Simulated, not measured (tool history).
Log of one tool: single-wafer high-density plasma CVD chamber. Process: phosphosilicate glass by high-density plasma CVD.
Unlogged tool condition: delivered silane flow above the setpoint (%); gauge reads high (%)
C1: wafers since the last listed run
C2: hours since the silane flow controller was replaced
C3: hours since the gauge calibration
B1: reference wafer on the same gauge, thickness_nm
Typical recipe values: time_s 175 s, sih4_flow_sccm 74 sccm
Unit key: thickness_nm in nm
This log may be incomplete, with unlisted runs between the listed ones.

run 1 hour=0 | time_s=175 sih4_flow_sccm=67 | C1=0 C2=1257.1 C3=330 | B1=1010.087 | thickness_nm=1063.721
run 2 hour=29.9 | time_s=175 sih4_flow_sccm=67 | C1=161 C2=1287 C3=359.9 | B1=1010.12 | thickness_nm=1062.294
run 3 hour=45.3 | time_s=195 sih4_flow_sccm=74 | C1=83 C2=1302.4 C3=375.3 | B1=1009.51 | thickness_nm=1301.506
run 4 hour=69.3 | time_s=175 sih4_flow_sccm=74 | C1=129 C2=1326.4 C3=399.3 | B1=1010.058 | thickness_nm=1168.262
run 5 hour=90.7 | time_s=175 sih4_flow_sccm=74 | C1=115 C2=1347.8 C3=420.7 | B1=1010.087 | thickness_nm=1168.407
run 6 hour=111.1 | time_s=175 sih4_flow_sccm=74 | C1=110 C2=1368.2 C3=441.1 | B1=1009.183 | thickness_nm=1168.641
run 7 hour=134.7 | time_s=198 sih4_flow_sccm=63 | C1=127 C2=1391.8 C3=464.7 | B1=1010.207 | thickness_nm=1129.92
run 8 hour=149.2 | time_s=198 sih4_flow_sccm=63 | C1=78 C2=1406.3 C3=479.2 | B1=1009.806 | thickness_nm=1125.645
-- hour=156.5 gauge calibrated
run 9 hour=176.9 | time_s=175 sih4_flow_sccm=74 | C1=149 C2=1434 C3=20.4 | B1=1010.124 | thickness_nm=1170.639
run 10 hour=203.9 | time_s=175 sih4_flow_sccm=74 | C1=146 C2=1461 C3=47.4 | B1=1010.202 | thickness_nm=1165.637
-- hour=239.8 silane flow controller replaced
run 11 hour=240.3 | time_s=165 sih4_flow_sccm=60 | C1=153 C2=0.5 C3=83.8 | B1=1009.642 | thickness_nm=1004.764
run 12 hour=260.9 | time_s=175 sih4_flow_sccm=74 | C1=111 C2=21.1 C3=104.4 | B1=1010.263 | thickness_nm=1319.92
run 13 hour=280.2 | time_s=144 sih4_flow_sccm=82 | C1=104 C2=40.4 C3=123.7 | B1=1009.349 | thickness_nm=1197.101
run 14 hour=310.5 | time_s=146 sih4_flow_sccm=62 | C1=164 C2=70.7 C3=154 | B1=1009.644 | thickness_nm=919.865
-- hour=324.3 silane flow controller replaced, repeated, since the last time left the tool worse
run 15 hour=324.8 | time_s=195 sih4_flow_sccm=64 | C1=34 C2=0.5 C3=168.3 | B1=1010.321 | thickness_nm=1172.351
run 16 hour=342.1 | time_s=146 sih4_flow_sccm=62 | C1=93 C2=17.8 C3=185.6 | B1=1009.993 | thickness_nm=850.818
run 17 hour=364.1 | time_s=162 sih4_flow_sccm=59 | C1=119 C2=39.8 C3=207.6 | B1=1010.326 | thickness_nm=894.625
run 18 hour=384.8 | time_s=153 sih4_flow_sccm=79 | C1=112 C2=60.5 C3=228.3 | B1=1009.504 | thickness_nm=1136.644
run 19 hour=405.3 | time_s=159 sih4_flow_sccm=80 | C1=110 C2=81 C3=248.8 | B1=1010.059 | thickness_nm=1193.802
run 20 hour=420.5 | time_s=175 sih4_flow_sccm=74 | C1=82 C2=96.2 C3=264 | B1=1009.635 | thickness_nm=1219.826

Branching from run 20: 4 alternative next runs. What would each branch give?
run A hour=420.9 | time_s=175 sih4_flow_sccm=84 | C1=2 C2=96.6 C3=264.4 | B1=? | thickness_nm=?
run B hour=420.9 | time_s=194 sih4_flow_sccm=74 | C1=2 C2=96.6 C3=264.4 | B1=? | thickness_nm=?
run C hour=420.9 | time_s=165 sih4_flow_sccm=80 | C1=2 C2=96.6 C3=264.4 | B1=? | thickness_nm=?
run D hour=420.9 | time_s=195 sih4_flow_sccm=84 | C1=2 C2=96.6 C3=264.4 | B1=? | thickness_nm=?

run=A B1=1011.16 thickness_nm=1386.153
run=B B1=1011.16 thickness_nm=1353.715
run=C B1=1011.16 thickness_nm=1244.709
run=D B1=1011.16 thickness_nm=1544.571
What these runs would have given with no unlogged condition in the tool:
run=A thickness_nm=1396.294
run=B thickness_nm=1363.619
run=C thickness_nm=1253.815
run=D thickness_nm=1555.87
